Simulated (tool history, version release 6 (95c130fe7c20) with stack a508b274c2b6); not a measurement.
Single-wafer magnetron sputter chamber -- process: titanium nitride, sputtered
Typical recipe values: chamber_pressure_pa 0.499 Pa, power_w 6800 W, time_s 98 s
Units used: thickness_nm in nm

run,hour,chamber_pressure_pa,power_w,time_s,wafers since the last listed run,wafers on the sputter target,hours since the last manometer calibration,hours since the magnet pack was replaced,hours since the gauge calibration,"read-back reference wafer on the same gauge, thickness_nm",thickness_nm
1,0,0.499,6800,98,0,218,515,4813.4,384.3,110.9,126.27
2,30.8,0.499,6800,98,309,528,545.8,4844.2,415.1,111.108,126.155
3,84,0.499,6800,112.7,535,1063,599,4897.4,468.3,110.935,145.65
4,118.5,0.499,6800,112.7,347,1410,633.5,4931.9,502.8,110.969,145.663
5,164.2,0.35,6800,98,459,1870,679.2,4977.6,548.5,110.898,136.096
6,215.1,0.35,6800,98,512,2382,730.1,5028.5,599.4,110.977,136.773
7,262,0.499,6800,98,471,2854,777,5075.4,646.3,111.056,126.638
8,304.4,0.499,6800,98,426,3281,819.4,5117.8,688.7,111.029,126.72
9,348.6,0.499,6800,98,444,3725,863.6,5162,732.9,111.073,126.731
# hour 392.7: sputter target and shields replaced
10,393.2,0.499,6800,98,368,4,908.2,5206.6,777.5,110.947,126.776
11,441.4,0.499,6800,98,485,489,956.4,5254.8,825.7,110.963,126.544
12,468.4,0.421,6800,110.4,271,761,983.4,5281.8,852.7,110.92,147.958
13,521.4,0.412,5700,92,533,1294,1036.4,5334.8,905.7,111.018,104.03
14,577.3,0.668,6800,104.9,562,1857,1092.3,5390.7,961.6,110.969,124.883
15,618.4,0.499,6800,98,413,2270,1133.4,5431.8,1002.7,110.994,126.054
16,661.3,0.499,6800,98,431,2702,1176.3,5474.7,1045.6,111.105,126.284
# hour 701.8: capacitance manometer re-zeroed and calibrated
17,711.8,0.371,7250,114.8,427,3130,10,5525.2,1096.1,110.927,168.879
18,756.6,0.499,6200,85.4,450,3580,54.8,5570,1140.9,110.88,100.562
# hour 769.8: sputter target and shields replaced
19,795.6,0.691,5900,87.9,311,259,93.8,5609,1179.9,111.007,89.869
20,823.7,0.442,7400,92.9,282,542,121.9,5637.1,1208,111.087,134.226
# hour 870.2: magnet pack replaced
21,871.5,0.499,6800,90.8,400,942,169.7,1.3,1255.8,111.032,117.663
# hour 978.9: gauge calibrated
22,1010.6,0.499,6800,98,1399,2342,308.8,140.4,31.7,110.959,126.477

Run 23 has not been measured yet. What should we expect?
23,1053,0.59,6800,103.3,426,2769,351.2,182.8,74.1,?,?

Run 23 measured read-back reference wafer on the same gauge, thickness_nm 111.047, thickness_nm 127.103 nm.
Had the tool carried no hidden state, the very same run would have given thickness_nm 127.103 nm.
